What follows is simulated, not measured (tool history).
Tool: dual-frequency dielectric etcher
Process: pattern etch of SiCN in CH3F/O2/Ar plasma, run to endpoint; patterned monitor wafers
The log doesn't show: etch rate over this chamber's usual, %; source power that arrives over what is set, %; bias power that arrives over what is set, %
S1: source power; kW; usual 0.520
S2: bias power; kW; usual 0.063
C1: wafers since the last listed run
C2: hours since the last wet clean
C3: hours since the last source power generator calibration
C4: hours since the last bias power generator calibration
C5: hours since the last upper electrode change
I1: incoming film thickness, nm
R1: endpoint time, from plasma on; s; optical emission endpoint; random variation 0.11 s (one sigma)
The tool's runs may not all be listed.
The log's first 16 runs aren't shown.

run 17 hour=368.9 | S1=0.580 S2=0.072 | C1=375 C2=406.5 C3=2564.6 C4=4090.3 C5=90.7 | I1=7.57 | R1=19.4
run 18 hour=383.4 | S1=0.520 S2=0.063 | C1=310 C2=421.0 C3=2579.1 C4=4104.8 C5=105.2 | I1=7.57 | R1=21.7
run 19 hour=414.4 | S1=0.520 S2=0.063 | C1=664 C2=452.0 C3=2610.1 C4=4135.8 C5=136.2 | I1=7.54 | R1=21.7
-- hour=419.7 source power generator calibrated
run 20 hour=430.9 | S1=0.640 S2=0.071 | C1=267 C2=468.5 C3=11.2 C4=4152.3 C5=152.7 | I1=7.57 | R1=18.5
run 21 hour=443.4 | S1=0.520 S2=0.063 | C1=267 C2=481.0 C3=23.7 C4=4164.8 C5=165.2 | I1=7.54 | R1=21.6
-- hour=464.5 bias power generator calibrated
-- hour=551.6 wet clean of the chamber
run 22 hour=552.1 | S1=0.640 S2=0.071 | C1=1729 C2=0.5 C3=132.4 C4=87.6 C5=273.9 | I1=7.58 | R1=18.2
run 23 hour=606.9 | S1=0.620 S2=0.063 | C1=1174 C2=55.3 C3=187.2 C4=142.4 C5=328.7 | I1=7.60 | R1=19.2
run 24 hour=621.1 | S1=0.580 S2=0.063 | C1=304 C2=69.5 C3=201.4 C4=156.6 C5=342.9 | I1=7.58 | R1=20.1
run 25 hour=639.0 | S1=0.520 S2=0.068 | C1=383 C2=87.4 C3=219.3 C4=174.5 C5=360.8 | I1=7.59 | R1=20.9
run 26 hour=652.0 | S1=0.420 S2=0.051 | C1=278 C2=100.4 C3=232.3 C4=187.5 C5=373.8 | I1=7.61 | R1=26.3
run 27 hour=680.8 | S1=0.520 S2=0.063 | C1=617 C2=129.2 C3=261.1 C4=216.3 C5=402.6 | I1=7.67 | R1=21.5
run 28 hour=697.8 | S1=0.430 S2=0.056 | C1=364 C2=146.2 C3=278.1 C4=233.3 C5=419.6 | I1=7.63 | R1=25.0
run 29 hour=720.8 | S1=0.590 S2=0.051 | C1=492 C2=169.2 C3=301.1 C4=256.3 C5=442.6 | I1=7.66 | R1=21.4
run 30 hour=751.4 | S1=0.520 S2=0.063 | C1=655 C2=199.8 C3=331.7 C4=286.9 C5=473.2 | I1=7.63 | R1=21.4
run 31 hour=782.0 | S1=0.470 S2=0.053 | C1=655 C2=230.4 C3=362.3 C4=317.5 C5=503.8 | I1=7.53 | R1=23.9
run 32 hour=813.9 | S1=0.410 S2=0.049 | C1=683 C2=262.3 C3=394.2 C4=349.4 C5=535.7 | I1=7.67 | R1=27.2

5 ways to go on from here, each from the tool as it stands after run 32. What would each give?
run A hour=814.3 | S1=0.480 S2=0.063 | C1=8 C2=262.7 C3=394.6 C4=349.8 C5=536.1 | I1=7.66 | R1=?
run B hour=814.3 | S1=0.560 S2=0.063 | C1=8 C2=262.7 C3=394.6 C4=349.8 C5=536.1 | I1=7.66 | R1=?
run C hour=814.3 | S1=0.610 S2=0.073 | C1=8 C2=262.7 C3=394.6 C4=349.8 C5=536.1 | I1=7.66 | R1=?
run D hour=814.3 | S1=0.440 S2=0.048 | C1=8 C2=262.7 C3=394.6 C4=349.8 C5=536.1 | I1=7.66 | R1=?
run E hour=814.3 | S1=0.460 S2=0.070 | C1=8 C2=262.7 C3=394.6 C4=349.8 C5=536.1 | I1=7.66 | R1=?

run=A R1=22.6
run=B R1=20.7
run=C R1=18.8
run=D R1=26.1
run=E R1=22.4
Without the tool's hidden state the same runs would have given:
run=A R1=22.5
run=B R1=20.6
run=C R1=18.7
run=D R1=26.0
run=E R1=22.3
